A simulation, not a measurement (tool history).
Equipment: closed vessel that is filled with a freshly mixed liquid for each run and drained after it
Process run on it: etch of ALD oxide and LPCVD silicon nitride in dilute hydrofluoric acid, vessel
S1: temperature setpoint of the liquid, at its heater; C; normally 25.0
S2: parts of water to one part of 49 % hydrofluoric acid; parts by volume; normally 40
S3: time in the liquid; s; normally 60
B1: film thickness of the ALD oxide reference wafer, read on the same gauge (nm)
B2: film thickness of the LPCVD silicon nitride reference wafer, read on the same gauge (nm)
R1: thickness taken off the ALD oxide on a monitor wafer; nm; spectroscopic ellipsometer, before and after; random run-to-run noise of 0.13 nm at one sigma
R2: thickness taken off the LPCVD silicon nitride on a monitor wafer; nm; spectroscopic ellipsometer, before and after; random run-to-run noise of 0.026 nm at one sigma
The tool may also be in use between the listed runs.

| run | day | S1 | S2 | S3 | B1 | B2 | R1 | R2 |
|---|---|---|---|---|---|---|---|---|
| 1 | 0.000 | 25.0 | 40 | 70 | 150.00 | 79.994 | 19.13 | 0.832 |
| 2 | 4.104 | 25.0 | 40 | 70 | 150.03 | 79.999 | 18.78 | 0.795 |
| 3 | 7.633 | 25.0 | 40 | 60 | 150.01 | 80.008 | 15.99 | 0.730 |
| 4 | 11.708 | 25.0 | 40 | 60 | 150.03 | 79.998 | 15.44 | 0.681 |
| 5 | 14.517 | 25.0 | 40 | 60 | 150.01 | 79.976 | 15.53 | 0.727 |
|  | 25.338 | hydrofluoric acid flow meter replaced |
| 6 | 27.271 | 25.0 | 40 | 60 | 150.00 | 80.018 | 16.45 | 0.722 |
| 7 | 30.067 | 25.0 | 40 | 60 | 150.00 | 80.001 | 16.41 | 0.736 |
| 8 | 32.708 | 25.0 | 40 | 60 | 149.98 | 79.993 | 16.06 | 0.729 |
| 9 | 36.454 | 20.0 | 25 | 90 | 150.00 | 80.005 | 31.85 | 1.195 |
| 10 | 39.350 | 23.0 | 25 | 60 | 150.00 | 80.011 | 23.40 | 0.926 |
|  | 43.817 | thermometer replaced |
|  | 46.412 | gauge calibrated |
|  | 50.004 | hydrofluoric acid flow meter replaced |
| 11 | 50.762 | 27.5 | 35 | 40 | 150.04 | 79.970 | 14.05 | 0.698 |
| 12 | 54.071 | 22.0 | 25 | 75 | 150.00 | 80.010 | 29.27 | 1.163 |
| 13 | 57.854 | 25.0 | 60 | 60 | 150.00 | 80.040 | 10.29 | 0.482 |
| 14 | 61.204 | 27.0 | 50 | 75 | 149.99 | 79.995 | 16.80 | 0.773 |
| 15 | 65.175 | 29.0 | 60 | 80 | 150.03 | 79.974 | 15.76 | 0.827 |
| 16 | 69.058 | 25.0 | 40 | 60 | 149.99 | 80.004 | 15.22 | 0.662 |
|  | 71.071 | hydrofluoric acid flow meter replaced |
| 17 | 72.567 | 25.0 | 40 | 60 | 150.00 | 79.997 | 16.63 | 0.742 |
| 18 | 75.300 | 22.0 | 45 | 60 | 150.01 | 79.993 | 12.67 | 0.524 |
| 19 | 77.433 | 25.0 | 40 | 60 | 149.98 | 80.004 | 16.19 | 0.735 |

Run 20 comes next. What will it give?
| 20 | 81.450 | 29.0 | 30 | 80 | ? | ? | ? | ? |

Run 20 came out at B1 149.99, B2 80.003, R1 33.75 nm, R2 1.616 nm.
With no hidden state in the tool, this same run would have given R1 35.39 nm, R2 1.689 nm.
